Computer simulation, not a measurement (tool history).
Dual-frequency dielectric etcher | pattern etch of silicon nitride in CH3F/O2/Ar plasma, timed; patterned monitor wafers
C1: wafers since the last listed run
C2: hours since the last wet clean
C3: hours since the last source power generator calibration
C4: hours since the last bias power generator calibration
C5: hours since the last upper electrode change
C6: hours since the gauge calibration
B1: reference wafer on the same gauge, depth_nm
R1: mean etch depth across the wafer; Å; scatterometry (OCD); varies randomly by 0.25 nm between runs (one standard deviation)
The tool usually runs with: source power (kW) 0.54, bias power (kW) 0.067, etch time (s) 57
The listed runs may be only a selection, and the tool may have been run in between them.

run 1 hour=0 | source_power_(kW)=0.54 bias_power_(kW)=0.067 etch_time_(s)=57 | C1=0 C2=122.5 C3=4458.9 C4=199.2 C5=1536.5 C6=3523.7 | B1=39.34 | R1=441.1
run 2 hour=100.1 | source_power_(kW)=0.54 bias_power_(kW)=0.067 etch_time_(s)=57 | C1=1288 C2=222.6 C3=4559 C4=299.3 C5=1636.6 C6=3623.8 | B1=39.25 | R1=438.7
-- hour=113.1 source power generator calibrated
run 3 hour=148.1 | source_power_(kW)=0.54 bias_power_(kW)=0.074 etch_time_(s)=57 | C1=566 C2=270.6 C3=35 C4=347.3 C5=1684.6 C6=3671.8 | B1=39.33 | R1=448.6
run 4 hour=222.8 | source_power_(kW)=0.54 bias_power_(kW)=0.074 etch_time_(s)=57 | C1=961 C2=345.3 C3=109.7 C4=422 C5=1759.3 C6=3746.5 | B1=39.3 | R1=443
run 5 hour=304.9 | source_power_(kW)=0.54 bias_power_(kW)=0.056 etch_time_(s)=57 | C1=1056 C2=427.4 C3=191.8 C4=504.1 C5=1841.4 C6=3828.6 | B1=39.31 | R1=418.3
run 6 hour=408.8 | source_power_(kW)=0.54 bias_power_(kW)=0.056 etch_time_(s)=57 | C1=1336 C2=531.3 C3=295.7 C4=608 C5=1945.3 C6=3932.5 | B1=39.28 | R1=422
run 7 hour=503 | source_power_(kW)=0.68 bias_power_(kW)=0.072 etch_time_(s)=57 | C1=1212 C2=625.5 C3=389.9 C4=702.2 C5=2039.5 C6=4026.7 | B1=39.29 | R1=466
run 8 hour=569.6 | source_power_(kW)=0.42 bias_power_(kW)=0.062 etch_time_(s)=68 | C1=856 C2=692.1 C3=456.5 C4=768.8 C5=2106.1 C6=4093.3 | B1=39.31 | R1=467.6
-- hour=673.2 wet clean of the chamber
run 9 hour=673.7 | source_power_(kW)=0.54 bias_power_(kW)=0.067 etch_time_(s)=57 | C1=1030 C2=0.5 C3=560.6 C4=872.9 C5=2210.2 C6=4197.4 | B1=39.28 | R1=446.9
run 10 hour=744.9 | source_power_(kW)=0.44 bias_power_(kW)=0.067 etch_time_(s)=57 | C1=916 C2=71.7 C3=631.8 C4=944.1 C5=2281.4 C6=4268.6 | B1=39.22 | R1=416
run 11 hour=822.9 | source_power_(kW)=0.42 bias_power_(kW)=0.067 etch_time_(s)=72.5 | C1=1003 C2=149.7 C3=709.8 C4=1022.1 C5=2359.4 C6=4346.6 | B1=39.25 | R1=521.5
-- hour=850.8 gauge calibrated
run 12 hour=907.5 | source_power_(kW)=0.54 bias_power_(kW)=0.067 etch_time_(s)=57 | C1=1088 C2=234.3 C3=794.4 C4=1106.7 C5=2444 C6=56.7 | B1=39.33 | R1=439.4
-- hour=931.8 upper electrode replaced
run 13 hour=970.8 | source_power_(kW)=0.63 bias_power_(kW)=0.067 etch_time_(s)=52 | C1=505 C2=297.6 C3=857.7 C4=1170 C5=39 C6=120 | B1=39.29 | R1=416.8
run 14 hour=1026.2 | source_power_(kW)=0.62 bias_power_(kW)=0.062 etch_time_(s)=57 | C1=712 C2=353 C3=913.1 C4=1225.4 C5=94.4 C6=175.4 | B1=39.29 | R1=446.4
run 15 hour=1126.8 | source_power_(kW)=0.54 bias_power_(kW)=0.078 etch_time_(s)=57 | C1=1294 C2=453.6 C3=1013.7 C4=1326 C5=195 C6=276 | B1=39.34 | R1=442.1

Forecast run 16:
run 16 hour=1219.9 | source_power_(kW)=0.54 bias_power_(kW)=0.067 etch_time_(s)=57 | C1=1197 C2=546.7 C3=1106.8 C4=1419.1 C5=288.1 C6=369.1 | B1=? | R1=?

B1: 39.26
R1: 428.9 Å
With the hidden condition absent and the run-to-run variation left alone, this run would have shown R1 443.2 Å.
